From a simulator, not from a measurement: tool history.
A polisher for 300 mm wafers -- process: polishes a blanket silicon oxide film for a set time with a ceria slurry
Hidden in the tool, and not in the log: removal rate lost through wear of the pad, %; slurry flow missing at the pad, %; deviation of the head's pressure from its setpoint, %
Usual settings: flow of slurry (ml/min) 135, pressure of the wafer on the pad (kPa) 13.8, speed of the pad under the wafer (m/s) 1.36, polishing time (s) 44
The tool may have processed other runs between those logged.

run,day,flow of slurry (ml/min),pressure of the wafer on the pad (kPa),speed of the pad under the wafer (m/s),polishing time (s),wafers since the last listed run,wafers polished on this pad,hours since the slurry nozzle was cleaned,hours since the head pressure was calibrated,"incoming thickness of the incoming film, nm",film removed (nm)
1,0,135,13.8,1.36,44,0,1196,99.7,877.5,1035.6,152.7
2,1.208,135,13.8,1.36,44,263,1459,128.7,906.5,1012.6,149.5
# day 1.554: worn pad replaced by a new one
3,3.829,135,13.8,1.36,44,534,495,191.6,969.4,1023.1,151
4,5.829,135,13.8,1.36,44,435,931,239.6,1017.4,1026.9,149.1
5,6.988,135,13.8,1.36,44,252,1184,267.4,1045.2,1026.6,150.7
6,8.279,135,13.8,1.36,44,281,1465,298.4,1076.2,1029.8,151.7
# day 8.9: worn pad replaced by a new one
7,9.438,135,13.8,1.36,44,216,117,326.2,1104,1033.4,149.1
# day 12.308: head pressure recalibrated
8,14.917,135,13.8,1.36,44,1175,1293,457.7,62.6,1033.9,162
9,17.588,170,11.7,1.36,44,582,1875,521.8,126.7,1047.9,143
# day 18.192: worn pad replaced by a new one
# day 18.775: head pressure recalibrated, repeated, since the last time left the tool worse
10,20.017,135,13.8,1.36,44,474,379,580.1,29.8,1032.9,154.8
11,21.296,135,18.6,1.36,44,278,658,610.8,60.5,1026.1,210.4
12,23.871,115,13.8,1.56,48,561,1219,672.6,122.3,1019.6,185.9
# day 25.25: slurry nozzle cleaned
# day 26.596: worn pad replaced by a new one
13,26.683,170,13.8,1.36,51,567,19,34.4,189.8,1013.1,184.3
# day 33.925: worn pad replaced by a new one
14,34.429,135,13.8,1.36,44,1651,110,220.3,375.7,1024.8,155
15,36.554,135,13.8,1.36,44,463,573,271.3,426.7,1046,153.3
16,37.662,135,18.6,1.36,50,241,814,297.9,453.3,1043.3,235.8
17,40.475,120,18.6,1.36,44,612,1427,365.4,520.8,1028.7,199.6

Entry by entry between the runs, the difference in hidden state between the last listed run before and the first listed run after:
Logged between run 2 and run 3: worn pad replaced by a new one (day 1.554)
  deviation of the head's pressure from its setpoint, %: -1.97 -> -2.3
  difference, measured minus the result without the unlogged condition, film removed (nm): -3.1 -> -3.6
Logged between run 6 and run 7: worn pad replaced by a new one (day 8.9)
  deviation of the head's pressure from its setpoint, %: -2.9 -> -3.06
  difference, measured minus the result without the unlogged condition, film removed (nm): -4.5 -> -4.7
Logged between run 7 and run 8: head pressure recalibrated (day 12.308)
  deviation of the head's pressure from its setpoint, %: -3.06 -> 5.55
  difference, measured minus the result without the unlogged condition, film removed (nm): -4.7 -> +8.5
Logged between run 9 and run 10: worn pad replaced by a new one (day 18.192); head pressure recalibrated, repeated, since the last time left the tool worse (day 18.775)
  deviation of the head's pressure from its setpoint, %: 5.52 -> -0.0671
  difference, measured minus the result without the unlogged condition, film removed (nm): +7.5 -> -0.1
Logged between run 12 and run 13: slurry nozzle cleaned (day 25.25); worn pad replaced by a new one (day 26.596)
  deviation of the head's pressure from its setpoint, %: -0.106 -> -0.164
  difference, measured minus the result without the unlogged condition, film removed (nm): -0.2 -> -0.3
Logged between run 13 and run 14: worn pad replaced by a new one (day 33.925)
  deviation of the head's pressure from its setpoint, %: -0.164 -> -0.452
  difference, measured minus the result without the unlogged condition, film removed (nm): -0.3 -> -0.7

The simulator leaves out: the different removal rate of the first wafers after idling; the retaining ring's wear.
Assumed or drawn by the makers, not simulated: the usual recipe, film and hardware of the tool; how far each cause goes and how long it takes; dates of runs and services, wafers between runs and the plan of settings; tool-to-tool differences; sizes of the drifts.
